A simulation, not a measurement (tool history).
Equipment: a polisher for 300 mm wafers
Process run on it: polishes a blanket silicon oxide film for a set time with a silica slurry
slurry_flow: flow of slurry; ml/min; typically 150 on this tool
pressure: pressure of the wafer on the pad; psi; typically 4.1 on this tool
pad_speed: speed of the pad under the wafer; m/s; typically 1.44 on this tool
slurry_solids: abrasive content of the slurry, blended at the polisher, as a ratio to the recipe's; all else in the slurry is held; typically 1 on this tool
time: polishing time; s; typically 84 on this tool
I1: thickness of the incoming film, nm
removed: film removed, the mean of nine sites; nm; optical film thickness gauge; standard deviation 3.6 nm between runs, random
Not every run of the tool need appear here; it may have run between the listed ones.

{"run": 1, "hour": 0.0, "slurry_flow": 125, "pressure": 4.1, "pad_speed": 1.64, "slurry_solids": 1, "time": 84, "I1": 1238.8, "removed": 250.5}
{"hour": 19.6, "done": "head pressure recalibrated"}
{"run": 2, "hour": 48.6, "slurry_flow": 150, "pressure": 4.1, "pad_speed": 1.44, "slurry_solids": 1, "time": 84, "I1": 1236.2, "removed": 235.3}
{"run": 3, "hour": 90.4, "slurry_flow": 150, "pressure": 4.1, "pad_speed": 1.44, "slurry_solids": 1, "time": 84, "I1": 1244.7, "removed": 230.7}
{"run": 4, "hour": 153.6, "slurry_flow": 150, "pressure": 4.1, "pad_speed": 1.44, "slurry_solids": 1, "time": 84, "I1": 1241.7, "removed": 231.6}
{"run": 5, "hour": 194.7, "slurry_flow": 150, "pressure": 4.1, "pad_speed": 1.44, "slurry_solids": 1, "time": 84, "I1": 1247.7, "removed": 229.1}
{"run": 6, "hour": 296.0, "slurry_flow": 150, "pressure": 4.1, "pad_speed": 1.44, "slurry_solids": 1, "time": 84, "I1": 1249.9, "removed": 234.7}
{"hour": 386.4, "done": "worn pad replaced by a new one, repeated, since the last time left the tool worse"}
{"run": 7, "hour": 386.9, "slurry_flow": 150, "pressure": 4.1, "pad_speed": 1.18, "slurry_solids": 0.75, "time": 76, "I1": 1246.6, "removed": 196.8}
{"hour": 391.3, "done": "slurry nozzle cleaned"}
{"run": 8, "hour": 431.4, "slurry_flow": 150, "pressure": 4.1, "pad_speed": 1.44, "slurry_solids": 1, "time": 84, "I1": 1231.7, "removed": 268.6}
{"hour": 476.8, "done": "slurry blender recalibrated"}
{"hour": 477.1, "done": "conditioning disc replaced and pad reconditioned"}
{"run": 9, "hour": 509.5, "slurry_flow": 150, "pressure": 3.6, "pad_speed": 1.1, "slurry_solids": 1.3, "time": 84, "I1": 1219.1, "removed": 224}
{"run": 10, "hour": 616.1, "slurry_flow": 195, "pressure": 4.1, "pad_speed": 1.44, "slurry_solids": 1, "time": 101, "I1": 1260, "removed": 330.8}
{"run": 11, "hour": 686.0, "slurry_flow": 150, "pressure": 4.8, "pad_speed": 1.44, "slurry_solids": 1, "time": 108, "I1": 1250.3, "removed": 391.7}
{"run": 12, "hour": 743.1, "slurry_flow": 105, "pressure": 2.8, "pad_speed": 1.44, "slurry_solids": 1.1, "time": 63, "I1": 1259.3, "removed": 143.3}
{"hour": 821.2, "done": "slurry nozzle cleaned"}
{"run": 13, "hour": 831.1, "slurry_flow": 150, "pressure": 4.1, "pad_speed": 1.44, "slurry_solids": 1, "time": 84, "I1": 1244.8, "removed": 256.2}
{"run": 14, "hour": 888.0, "slurry_flow": 150, "pressure": 4.1, "pad_speed": 1, "slurry_solids": 1.2, "time": 95, "I1": 1238.9, "removed": 246}
{"hour": 899.8, "done": "worn pad replaced by a new one"}
{"hour": 905.0, "done": "slurry blender recalibrated"}
{"hour": 956.4, "done": "conditioning disc replaced and pad reconditioned"}
{"run": 15, "hour": 967.9, "slurry_flow": 150, "pressure": 3.6, "pad_speed": 1.44, "slurry_solids": 1, "time": 102, "I1": 1246, "removed": 301.1}
{"hour": 977.3, "done": "head pressure recalibrated"}
{"run": 16, "hour": 1024.4, "slurry_flow": 150, "pressure": 5.1, "pad_speed": 1.44, "slurry_solids": 1.2, "time": 108, "I1": 1243, "removed": 426.9}
{"run": 17, "hour": 1112.7, "slurry_flow": 150, "pressure": 5.4, "pad_speed": 1.08, "slurry_solids": 1, "time": 105, "I1": 1213.1, "removed": 343.1}
{"run": 18, "hour": 1155.9, "slurry_flow": 150, "pressure": 3.6, "pad_speed": 1.1, "slurry_solids": 1.3, "time": 84, "I1": 1223.1, "removed": 218.8}
{"hour": 1205.0, "done": "slurry nozzle cleaned"}
{"run": 19, "hour": 1218.8, "slurry_flow": 150, "pressure": 4.1, "pad_speed": 1.44, "slurry_solids": 1, "time": 84, "I1": 1244, "removed": 264.3}
{"run": 20, "hour": 1271.0, "slurry_flow": 150, "pressure": 4.1, "pad_speed": 1.22, "slurry_solids": 1, "time": 61, "I1": 1248, "removed": 166.9}
{"hour": 1311.3, "done": "worn pad replaced by a new one"}
{"run": 21, "hour": 1321.7, "slurry_flow": 170, "pressure": 3.3, "pad_speed": 1.92, "slurry_solids": 1, "time": 93, "I1": 1247.9, "removed": 325.9}
{"hour": 1369.1, "done": "slurry blender recalibrated"}
{"run": 22, "hour": 1427.7, "slurry_flow": 175, "pressure": 3.5, "pad_speed": 1.44, "slurry_solids": 1, "time": 111, "I1": 1214.1, "removed": 324.1}
{"hour": 1454.9, "done": "conditioning disc replaced and pad reconditioned"}
{"run": 23, "hour": 1528.9, "slurry_flow": 125, "pressure": 3.5, "pad_speed": 1.44, "slurry_solids": 1, "time": 61, "I1": 1253.8, "removed": 161.9}
{"run": 24, "hour": 1585.4, "slurry_flow": 150, "pressure": 3, "pad_speed": 1.7, "slurry_solids": 1.1, "time": 84, "I1": 1219.5, "removed": 240.5}

Here are 5 independent what-if runs from the current tool condition. What would each one return?
{"run": "A", "hour": 1585.9, "slurry_flow": 150, "pressure": 4.1, "pad_speed": 1.44, "slurry_solids": 1.15, "time": 84, "I1": 1242.5, "removed": "?"}
{"run": "B", "hour": 1585.9, "slurry_flow": 150, "pressure": 4.1, "pad_speed": 1.44, "slurry_solids": 0.85, "time": 84, "I1": 1242.5, "removed": "?"}
{"run": "C", "hour": 1585.9, "slurry_flow": 150, "pressure": 2.9, "pad_speed": 0.98, "slurry_solids": 1.3, "time": 84, "I1": 1242.5, "removed": "?"}
{"run": "D", "hour": 1585.9, "slurry_flow": 150, "pressure": 4.1, "pad_speed": 1.32, "slurry_solids": 1, "time": 106, "I1": 1242.5, "removed": "?"}
{"run": "E", "hour": 1585.9, "slurry_flow": 150, "pressure": 4.1, "pad_speed": 1.02, "slurry_solids": 1, "time": 84, "I1": 1242.5, "removed": "?"}

run=A removed=276.7
run=B removed=250.1
run=C removed=172.7
run=D removed=314.1
run=E removed=209.7
Without the tool's hidden state the same runs would have given:
run=A removed=287.2
run=B removed=259.5
run=C removed=179.2
run=D removed=326
run=E removed=217.6
